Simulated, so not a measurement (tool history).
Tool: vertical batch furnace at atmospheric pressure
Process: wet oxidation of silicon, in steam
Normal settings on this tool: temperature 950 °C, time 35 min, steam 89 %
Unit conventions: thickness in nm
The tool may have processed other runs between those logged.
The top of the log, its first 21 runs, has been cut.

run	hour	temperature	time	steam	read-back reference wafer on the same gauge, thickness	thickness
22	258.2	941	50.5	93	191.02	218.51
23	269.8	967	29.5	81	190.99	167.91
24	281.6	950	35	89	191.03	173.82
25	294.5	967	45	89	190.97	245.92
26	308	935	48	81	190.99	178.17
27	319	950	35	89	191.04	173.71
28	328.1	950	23	92	191.01	130
29	344.3	941	50.5	93	190.98	218.73
30	357.3	950	35	89	191.03	174.17
31	373.6	931	35	80	190.96	133.02
32	384.7	950	35	84	191.04	166.51
33	401.4	926	23.5	77	191.03	91.39
34	408.8	957	35	89	190.92	186.25
35	420.4	950	35	93	191.03	179.36
36	428.2	950	35	89	190.92	174.02
37	440.1	950	35	85	190.95	168.34

Below are 5 alternative next runs, each starting from the tool's condition after run 37. Predict each:
A	443.8	950	35	89	?	?
B	443.8	950	35	80	?	?
C	443.8	940	35	78	?	?
D	443.8	971	27	78	?	?
E	443.8	965	46	81	?	?

run	read-back reference wafer on the same gauge, thickness	thickness
A	191.02	173.78
B	191.02	160.26
C	191.02	142.43
D	191.02	158.78
E	191.02	229.43
The same runs, with their run-to-run variation unchanged, on a tool lacking any hidden condition would have given:
run	thickness
A	173.53
B	160.02
C	142.23
D	158.56
E	229.12

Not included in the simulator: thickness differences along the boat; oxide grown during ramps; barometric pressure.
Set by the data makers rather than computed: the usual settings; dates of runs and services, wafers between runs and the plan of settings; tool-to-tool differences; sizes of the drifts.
